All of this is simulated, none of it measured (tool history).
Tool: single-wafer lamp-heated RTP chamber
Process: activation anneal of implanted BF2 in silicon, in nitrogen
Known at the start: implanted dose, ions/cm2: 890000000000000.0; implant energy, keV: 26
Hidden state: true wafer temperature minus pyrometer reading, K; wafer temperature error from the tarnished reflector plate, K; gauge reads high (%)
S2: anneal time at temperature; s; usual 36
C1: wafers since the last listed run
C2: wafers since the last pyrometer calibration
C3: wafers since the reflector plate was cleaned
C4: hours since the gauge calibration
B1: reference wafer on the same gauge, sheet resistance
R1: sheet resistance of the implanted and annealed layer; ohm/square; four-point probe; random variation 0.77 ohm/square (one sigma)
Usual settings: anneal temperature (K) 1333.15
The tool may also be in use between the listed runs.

{"run": 1, "hour": 0.0, "anneal temperature (K)": 1349.15, "S2": 36, "C1": 0, "C2": 367, "C3": 2069, "C4": 72.5, "B1": 116.19, "R1": 126.2}
{"run": 2, "hour": 40.7, "anneal temperature (K)": 1333.15, "S2": 36, "C1": 498, "C2": 866, "C3": 2568, "C4": 113.2, "B1": 116.34, "R1": 130.44}
{"run": 3, "hour": 84.0, "anneal temperature (K)": 1349.15, "S2": 48, "C1": 530, "C2": 1396, "C3": 3099, "C4": 156.5, "B1": 116.13, "R1": 124.92}
{"hour": 102.5, "done": "pyrometer window cleaned and pyrometer calibrated"}
{"run": 4, "hour": 144.2, "anneal temperature (K)": 1349.15, "S2": 48, "C1": 639, "C2": 511, "C3": 3739, "C4": 216.7, "B1": 115.93, "R1": 124.11}
{"run": 5, "hour": 191.4, "anneal temperature (K)": 1349.15, "S2": 48, "C1": 578, "C2": 1089, "C3": 4317, "C4": 263.9, "B1": 116.44, "R1": 124.93}
{"run": 6, "hour": 218.8, "anneal temperature (K)": 1319.15, "S2": 36, "C1": 335, "C2": 1425, "C3": 4653, "C4": 291.3, "B1": 116.12, "R1": 134.76}
{"hour": 235.2, "done": "pyrometer window cleaned and pyrometer calibrated"}
{"run": 7, "hour": 283.5, "anneal temperature (K)": 1319.15, "S2": 36, "C1": 694, "C2": 592, "C3": 5348, "C4": 356, "B1": 115.99, "R1": 133.73}
{"run": 8, "hour": 316.2, "anneal temperature (K)": 1333.15, "S2": 36, "C1": 400, "C2": 993, "C3": 5749, "C4": 388.7, "B1": 116.01, "R1": 129.1}
{"hour": 380.0, "done": "pyrometer window cleaned and pyrometer calibrated"}
{"hour": 382.4, "done": "reflector plate cleaned"}
{"run": 9, "hour": 382.9, "anneal temperature (K)": 1333.15, "S2": 36, "C1": 690, "C2": 6, "C3": 6, "C4": 455.4, "B1": 116.05, "R1": 130.01}
{"run": 10, "hour": 410.2, "anneal temperature (K)": 1333.15, "S2": 47, "C1": 334, "C2": 341, "C3": 341, "C4": 482.7, "B1": 115.62, "R1": 127.28}
{"run": 11, "hour": 438.9, "anneal temperature (K)": 1316.15, "S2": 47, "C1": 351, "C2": 692, "C3": 692, "C4": 511.4, "B1": 115.88, "R1": 132.56}
{"run": 12, "hour": 465.7, "anneal temperature (K)": 1306.15, "S2": 56, "C1": 328, "C2": 1021, "C3": 1021, "C4": 538.2, "B1": 115.89, "R1": 132.55}
{"hour": 518.3, "done": "gauge calibrated"}
{"hour": 524.3, "done": "pyrometer window cleaned and pyrometer calibrated"}
{"run": 13, "hour": 524.8, "anneal temperature (K)": 1319.15, "S2": 36, "C1": 626, "C2": 5, "C3": 1647, "C4": 6.5, "B1": 115.93, "R1": 132.16}
{"run": 14, "hour": 572.7, "anneal temperature (K)": 1317.15, "S2": 49, "C1": 587, "C2": 592, "C3": 2234, "C4": 54.4, "B1": 116.14, "R1": 131.32}
{"run": 15, "hour": 613.3, "anneal temperature (K)": 1313.15, "S2": 22, "C1": 497, "C2": 1090, "C3": 2732, "C4": 95, "B1": 115.77, "R1": 140.56}
{"run": 16, "hour": 653.1, "anneal temperature (K)": 1355.15, "S2": 22, "C1": 487, "C2": 1578, "C3": 3220, "C4": 134.8, "B1": 116.19, "R1": 128.56}
{"hour": 684.6, "done": "pyrometer window cleaned and pyrometer calibrated"}
{"run": 17, "hour": 685.1, "anneal temperature (K)": 1324.15, "S2": 43, "C1": 294, "C2": 5, "C3": 3514, "C4": 166.8, "B1": 116.02, "R1": 130.08}
{"run": 18, "hour": 714.1, "anneal temperature (K)": 1333.15, "S2": 36, "C1": 355, "C2": 361, "C3": 3869, "C4": 195.8, "B1": 115.65, "R1": 130}

What the log doesn't show, run by run:
true wafer temperature minus pyrometer reading, K: 0 in every run
wafer temperature error from the tarnished reflector plate, K: 0 in every run
gauge reads high (%): 0 in every run
